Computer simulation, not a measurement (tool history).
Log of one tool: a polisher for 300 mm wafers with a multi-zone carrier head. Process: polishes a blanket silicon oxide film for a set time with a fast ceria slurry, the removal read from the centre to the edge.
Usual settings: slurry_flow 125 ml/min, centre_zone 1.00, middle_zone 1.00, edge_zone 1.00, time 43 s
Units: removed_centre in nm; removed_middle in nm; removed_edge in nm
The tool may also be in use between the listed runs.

| run | hour | slurry_flow | centre_zone | middle_zone | edge_zone | time | wafers since the last listed run | wafers polished on this pad | hours since the slurry nozzle was cleaned | hours since the centre zone pressure was calibrated | hours since the edge zone pressure was calibrated | hours since the carrier head's membrane was replaced | incoming thickness of the incoming film, nm | removed_centre | removed_middle | removed_edge |
|---|---|---|---|---|---|---|---|---|---|---|---|---|---|---|---|---|
| 1 | 0.0 | 125 | 1.00 | 1.00 | 1.00 | 43 | 0 | 1992 | 553.9 | 160.3 | 1122.0 | 1636.0 | 2567.3 | 816.3 | 840.3 | 825.0 |
|  | 16.5 | worn pad replaced by a new one |
| 2 | 27.7 | 125 | 1.00 | 1.00 | 1.00 | 43 | 241 | 114 | 581.6 | 188.0 | 1149.7 | 1663.7 | 2506.4 | 818.9 | 837.3 | 821.7 |
| 3 | 50.7 | 155 | 1.00 | 1.00 | 1.00 | 43 | 234 | 348 | 604.6 | 211.0 | 1172.7 | 1686.7 | 2505.1 | 845.9 | 857.7 | 852.8 |
| 4 | 82.8 | 125 | 1.00 | 1.04 | 1.00 | 43 | 327 | 675 | 636.7 | 243.1 | 1204.8 | 1718.8 | 2492.4 | 814.4 | 858.0 | 816.7 |
| 5 | 99.1 | 135 | 1.00 | 0.96 | 1.00 | 43 | 166 | 842 | 653.0 | 259.4 | 1221.1 | 1735.1 | 2502.8 | 830.3 | 832.2 | 826.2 |
|  | 100.1 | slurry nozzle cleaned |
| 6 | 114.9 | 125 | 1.00 | 0.95 | 1.00 | 43 | 150 | 992 | 14.8 | 275.2 | 1236.9 | 1750.9 | 2505.2 | 815.5 | 794.2 | 810.3 |
| 7 | 137.0 | 140 | 1.00 | 1.08 | 1.00 | 43 | 225 | 1217 | 36.9 | 297.3 | 1259.0 | 1773.0 | 2513.6 | 842.2 | 909.4 | 831.3 |
| 8 | 154.0 | 125 | 1.00 | 1.00 | 1.00 | 43 | 173 | 1391 | 53.9 | 314.3 | 1276.0 | 1790.0 | 2514.6 | 814.7 | 832.2 | 811.0 |
|  | 161.3 | carrier head's membrane replaced by a new one |
| 9 | 176.7 | 150 | 1.08 | 0.90 | 1.11 | 43 | 180 | 1571 | 76.6 | 337.0 | 1298.7 | 15.4 | 2528.3 | 882.5 | 801.5 | 884.3 |
| 10 | 196.5 | 125 | 1.00 | 1.00 | 1.00 | 57 | 201 | 1773 | 96.4 | 356.8 | 1318.5 | 35.2 | 2508.8 | 1059.0 | 1102.1 | 1088.5 |
|  | 207.0 | edge zone pressure recalibrated |
| 11 | 219.1 | 140 | 1.00 | 1.08 | 1.00 | 43 | 209 | 1983 | 119.0 | 379.4 | 12.1 | 57.8 | 2538.0 | 814.4 | 905.8 | 828.1 |
|  | 238.7 | worn pad replaced by a new one |
| 12 | 240.4 | 155 | 1.07 | 1.00 | 1.00 | 43 | 176 | 17 | 140.3 | 400.7 | 33.4 | 79.1 | 2504.6 | 880.3 | 874.7 | 864.8 |
| 13 | 263.6 | 125 | 1.00 | 1.00 | 1.00 | 30 | 236 | 253 | 163.5 | 423.9 | 56.6 | 102.3 | 2523.6 | 552.9 | 576.4 | 571.6 |
| 14 | 297.8 | 105 | 1.00 | 1.10 | 1.08 | 43 | 348 | 602 | 197.7 | 458.1 | 90.8 | 136.5 | 2578.7 | 751.5 | 854.2 | 820.7 |
| 15 | 327.0 | 160 | 1.00 | 0.96 | 1.08 | 43 | 297 | 899 | 226.9 | 487.3 | 120.0 | 165.7 | 2564.3 | 847.9 | 864.6 | 875.6 |
| 16 | 347.0 | 105 | 1.00 | 0.90 | 1.00 | 43 | 203 | 1103 | 246.9 | 507.3 | 140.0 | 185.7 | 2569.6 | 752.4 | 734.4 | 798.3 |
| 17 | 374.8 | 125 | 1.00 | 1.00 | 0.90 | 35 | 283 | 1386 | 274.7 | 535.1 | 167.8 | 213.5 | 2534.6 | 647.4 | 684.3 | 626.6 |
| 18 | 389.1 | 125 | 1.00 | 1.00 | 1.00 | 43 | 145 | 1532 | 289.0 | 549.4 | 182.1 | 227.8 | 2510.0 | 795.5 | 850.0 | 822.3 |
| 19 | 422.7 | 125 | 1.00 | 0.93 | 1.00 | 43 | 342 | 1874 | 322.6 | 583.0 | 215.7 | 261.4 | 2515.8 | 795.7 | 779.7 | 832.7 |
| 20 | 447.1 | 125 | 1.05 | 1.00 | 1.10 | 43 | 248 | 2123 | 347.0 | 607.4 | 240.1 | 285.8 | 2520.9 | 818.4 | 831.5 | 856.0 |
| 21 | 459.1 | 145 | 1.00 | 1.00 | 1.00 | 43 | 122 | 2245 | 359.0 | 619.4 | 252.1 | 297.8 | 2552.1 | 835.2 | 859.2 | 846.7 |

Forecast each of these 5 alternatives for the next run:
| A | 459.5 | 125 | 1.07 | 1.00 | 1.00 | 43 | 4 | 2249 | 359.4 | 619.8 | 252.5 | 298.2 | 2525.4 | ? | ? | ? |
| B | 459.5 | 85 | 1.00 | 0.93 | 0.90 | 55 | 4 | 2249 | 359.4 | 619.8 | 252.5 | 298.2 | 2525.4 | ? | ? | ? |
| C | 459.5 | 125 | 1.00 | 1.00 | 1.03 | 37 | 4 | 2249 | 359.4 | 619.8 | 252.5 | 298.2 | 2525.4 | ? | ? | ? |
| D | 459.5 | 125 | 1.00 | 1.00 | 0.94 | 48 | 4 | 2249 | 359.4 | 619.8 | 252.5 | 298.2 | 2525.4 | ? | ? | ? |
| E | 459.5 | 125 | 0.93 | 0.88 | 1.00 | 56 | 4 | 2249 | 359.4 | 619.8 | 252.5 | 298.2 | 2525.4 | ? | ? | ? |

| run | removed_centre | removed_middle | removed_edge |
|---|---|---|---|
| A | 816.6 | 840.9 | 820.2 |
| B | 871.1 | 896.6 | 923.0 |
| C | 674.3 | 723.7 | 715.4 |
| D | 874.8 | 939.0 | 890.3 |
| E | 977.0 | 984.6 | 1069.9 |
Without the tool's hidden state the same runs would have given:
| run | removed_centre | removed_middle | removed_edge |
|---|---|---|---|
| A | 861.6 | 840.7 | 820.2 |
| B | 919.3 | 896.3 | 923.0 |
| C | 711.6 | 723.5 | 715.4 |
| D | 923.2 | 938.7 | 890.3 |
| E | 1031.2 | 984.4 | 1069.9 |
